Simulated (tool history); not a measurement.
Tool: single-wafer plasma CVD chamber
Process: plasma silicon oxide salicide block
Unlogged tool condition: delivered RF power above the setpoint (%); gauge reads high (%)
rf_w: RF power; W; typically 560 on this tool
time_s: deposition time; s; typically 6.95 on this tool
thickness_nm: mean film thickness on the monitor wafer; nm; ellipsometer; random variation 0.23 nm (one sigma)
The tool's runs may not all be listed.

run,hour,rf_w,time_s,wafers since the last listed run,hours since the last RF generator calibration,hours since the showerhead was replaced,hours since the gauge calibration,"read-back reference wafer on the same gauge, thickness_nm",thickness_nm
1,0.0,560,6.95,0,775.2,1436.2,368.1,84.512,73.667
2,68.9,560,6.95,1591,844.1,1505.1,437.0,84.435,73.483
3,124.1,560,6.95,1275,899.3,1560.3,492.2,84.503,73.406
4,171.5,560,6.95,1095,946.7,1607.7,539.6,84.576,73.831
5,228.0,560,6.95,1305,1003.2,1664.2,596.1,84.585,73.757
6,291.0,560,6.95,1455,1066.2,1727.2,659.1,84.547,73.828
7,352.0,560,6.95,1409,1127.2,1788.2,720.1,84.479,73.410
8,423.1,560,6.95,1642,1198.3,1859.3,791.2,84.442,73.231
9,451.9,560,6.95,665,1227.1,1888.1,820.0,84.505,73.515
10,516.9,560,6.95,1501,1292.1,1953.1,885.0,84.454,73.275
# hour 536.7: gauge calibrated
11,571.9,560,6.95,1270,1347.1,2008.1,35.2,84.579,73.431
12,600.6,530,6.95,663,1375.8,2036.8,63.9,84.499,71.745
13,647.2,530,6.95,1076,1422.4,2083.4,110.5,84.562,71.527
14,683.2,620,6.05,831,1458.4,2119.4,146.5,84.456,66.794
15,726.5,650,7.84,1000,1501.7,2162.7,189.8,84.481,88.647
16,755.2,660,7.82,663,1530.4,2191.4,218.5,84.510,88.785
# hour 904.1: RF generator calibrated
17,956.5,510,6.32,4465,52.4,2392.7,419.8,84.501,61.970

Predict the results of run 18:
# hour 998.2: showerhead replaced
18,1014.3,530,5.94,1150,110.2,16.1,477.6,?,?

read-back reference wafer on the same gauge, thickness_nm: 84.466
thickness_nm: 59.090 nm
Had the tool carried no hidden state, the very same run would have given thickness_nm 62.080 nm.
